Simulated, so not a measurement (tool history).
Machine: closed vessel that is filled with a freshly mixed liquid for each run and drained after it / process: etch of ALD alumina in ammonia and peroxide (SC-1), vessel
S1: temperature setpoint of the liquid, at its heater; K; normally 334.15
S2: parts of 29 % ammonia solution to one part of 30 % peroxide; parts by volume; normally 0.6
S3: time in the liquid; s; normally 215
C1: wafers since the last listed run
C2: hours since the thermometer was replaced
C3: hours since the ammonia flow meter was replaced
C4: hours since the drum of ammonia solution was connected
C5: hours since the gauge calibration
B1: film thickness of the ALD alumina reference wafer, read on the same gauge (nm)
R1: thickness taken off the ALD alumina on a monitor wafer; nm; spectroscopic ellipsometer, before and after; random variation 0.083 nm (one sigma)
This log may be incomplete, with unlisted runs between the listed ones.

Run 1, day 0: usual settings; C1 0; C2 1279; C3 1629; C4 219.6; C5 983.8; B1 29.96. Result: R1 22.01 nm.
Run 2, day 0.833: usual settings; C1 2398; C2 1299; C3 1649; C4 239.6; C5 1003.8; B1 29.98. Result: R1 22.05 nm.
Run 3, day 1.717: usual settings; C1 2542; C2 1320.2; C3 1670.2; C4 260.8; C5 1025; B1 30. Result: R1 22.04 nm.
Run 4, day 2.317: usual settings but S2 0.65 parts by volume; C1 1726; C2 1334.6; C3 1684.6; C4 275.2; C5 1039.4; B1 29.99. Result: R1 22.25 nm.
At day 2.638: new drum of ammonia solution connected.
Run 5, day 3.075: usual settings but S2 0.65 parts by volume; C1 2062; C2 1352.8; C3 1702.8; C4 10.5; C5 1057.6; B1 29.97. Result: R1 22.23 nm.
Run 6, day 4.379: usual settings; C1 3753; C2 1384.1; C3 1734.1; C4 41.8; C5 1088.9; B1 30.01. Result: R1 22.13 nm.
Run 7, day 5.788: usual settings; C1 4052; C2 1417.9; C3 1767.9; C4 75.6; C5 1122.7; B1 30.02. Result: R1 22.07 nm.
At day 5.9: gauge calibrated.
Run 8, day 6.392: usual settings; C1 1738; C2 1432.4; C3 1782.4; C4 90.1; C5 11.8; B1 30.02. Result: R1 22.11 nm.
Run 9, day 7.817: usual settings; C1 4100; C2 1466.6; C3 1816.6; C4 124.3; C5 46; B1 30. Result: R1 22.03 nm.
Run 10, day 8.779: usual settings; C1 2769; C2 1489.7; C3 1839.7; C4 147.4; C5 69.1; B1 29.99. Result: R1 22.16 nm.
Run 11, day 9.967: usual settings but S1 343.15 K; C1 3417; C2 1518.2; C3 1868.2; C4 175.9; C5 97.6; B1 30. Result: R1 34.52 nm.
Run 12, day 11.429: usual settings but S1 338.15 K, S3 160 s; C1 4208; C2 1553.3; C3 1903.3; C4 211; C5 132.7; B1 29.98. Result: R1 20.07 nm.
At day 12.05: thermometer replaced.
Run 13, day 12.071: usual settings but S2 0.8 parts by volume; C1 1726; C2 0.5; C3 1918.7; C4 226.4; C5 148.1; B1 30.01. Result: R1 23.55 nm.
Run 14, day 12.638: usual settings but S1 326.65 K, S2 0.45 parts by volume; C1 1630; C2 14.1; C3 1932.3; C4 240; C5 161.7; B1 30. Result: R1 15.14 nm.
Run 15, day 13.258: usual settings but S2 0.7 parts by volume, S3 320 s; C1 1786; C2 29; C3 1947.2; C4 254.9; C5 176.6; B1 30.01. Result: R1 34.49 nm.
At day 14.267: ammonia flow meter replaced.
Run 16, day 14.671: usual settings but S3 145 s; C1 3944; C2 62.9; C3 9.7; C4 288.8; C5 210.5; B1 30.02. Result: R1 15.42 nm.
At day 15.871: new drum of ammonia solution connected.
Run 17, day 16.121: usual settings but S1 324.65 K, S2 0.4 parts by volume, S3 140 s; C1 4052; C2 97.7; C3 44.5; C4 6; C5 245.3; B1 29.98. Result: R1 8.75 nm.
Run 18, day 19.992: usual settings but S1 343.15 K, S2 0.4 parts by volume, S3 105 s; C1 11139; C2 190.6; C3 137.4; C4 98.9; C5 338.2; B1 29.97. Result: R1 16.84 nm.
Run 19, day 20.908: usual settings but S1 328.15 K, S2 0.4 parts by volume; C1 2637; C2 212.6; C3 159.4; C4 120.9; C5 360.2; B1 29.95. Result: R1 16.34 nm.
At day 21.85: thermometer replaced, repeated, since the last time left the tool worse.
Run 20, day 22.2: usual settings but S1 342.65 K, S3 295 s; C1 3597; C2 8.4; C3 190.4; C4 151.9; C5 391.2; B1 29.98. Result: R1 43.97 nm.
Run 21, day 23.404: usual settings but S1 339.65 K, S2 0.35 parts by volume, S3 265 s; C1 3465; C2 37.3; C3 219.3; C4 180.8; C5 420.1; B1 30.01. Result: R1 32.73 nm.
Run 22, day 24.438: usual settings but S1 326.15 K, S2 0.35 parts by volume, S3 90 s; C1 2973; C2 62.1; C3 244.1; C4 205.6; C5 444.9; B1 30.05. Result: R1 5.56 nm.
Run 23, day 25.562: usual settings but S2 0.75 parts by volume, S3 100 s; C1 3237; C2 89.1; C3 271.1; C4 232.6; C5 471.9; B1 29.99. Result: R1 10.01 nm.
Run 24, day 26.771: usual settings but S1 327.65 K, S2 0.35 parts by volume, S3 340 s; C1 3477; C2 118.1; C3 300.1; C4 261.6; C5 500.9; B1 30.02. Result: R1 22.81 nm.
Run 25, day 27.6: usual settings but S3 90 s; C1 2386; C2 138; C3 320; C4 281.5; C5 520.8; B1 30.02. Result: R1 8.94 nm.
Run 26, day 28.496: usual settings; C1 2578; C2 159.5; C3 341.5; C4 303; C5 542.3; B1 30.03. Result: R1 21.25 nm.
At day 29.358: new drum of ammonia solution connected.
Run 27, day 29.379: usual settings but S1 342.65 K; C1 2422; C2 180.7; C3 362.7; C4 0.5; C5 563.5; B1 29.97. Result: R1 32.57 nm.
Run 28, day 30.154: usual settings but S2 0.8 parts by volume, S3 160 s; C1 2230; C2 199.3; C3 381.3; C4 19.1; C5 582.1; B1 30.05. Result: R1 16.34 nm.

Here are 5 independent what-if runs from the current tool condition. What would each one return?
Run A, day 30.183: usual settings but S2 0.75 parts by volume; C1 83; C2 200; C3 382; C4 19.8; C5 582.8; B1 ?. Result: R1 ?.
Run B, day 30.183: usual settings but S2 0.4 parts by volume, S3 265 s; C1 83; C2 200; C3 382; C4 19.8; C5 582.8; B1 ?. Result: R1 ?.
Run C, day 30.183: usual settings but S1 325.65 K, S2 0.85 parts by volume, S3 310 s; C1 83; C2 200; C3 382; C4 19.8; C5 582.8; B1 ?. Result: R1 ?.
Run D, day 30.183: usual settings but S2 0.45 parts by volume, S3 325 s; C1 83; C2 200; C3 382; C4 19.8; C5 582.8; B1 ?. Result: R1 ?.
Run E, day 30.183: usual settings but S1 330.15 K; C1 83; C2 200; C3 382; C4 19.8; C5 582.8; B1 ?. Result: R1 ?.

run     B1     R1
  A  29.98  21.84
  B  29.98  25.37
  C  29.98  20.41
  D  29.98  31.46
  E  29.98  17.39
With no hidden state in the tool, these same runs would have given:
run     R1
  A  21.66
  B  25.16
  C  20.23
  D   31.2
  E  17.25
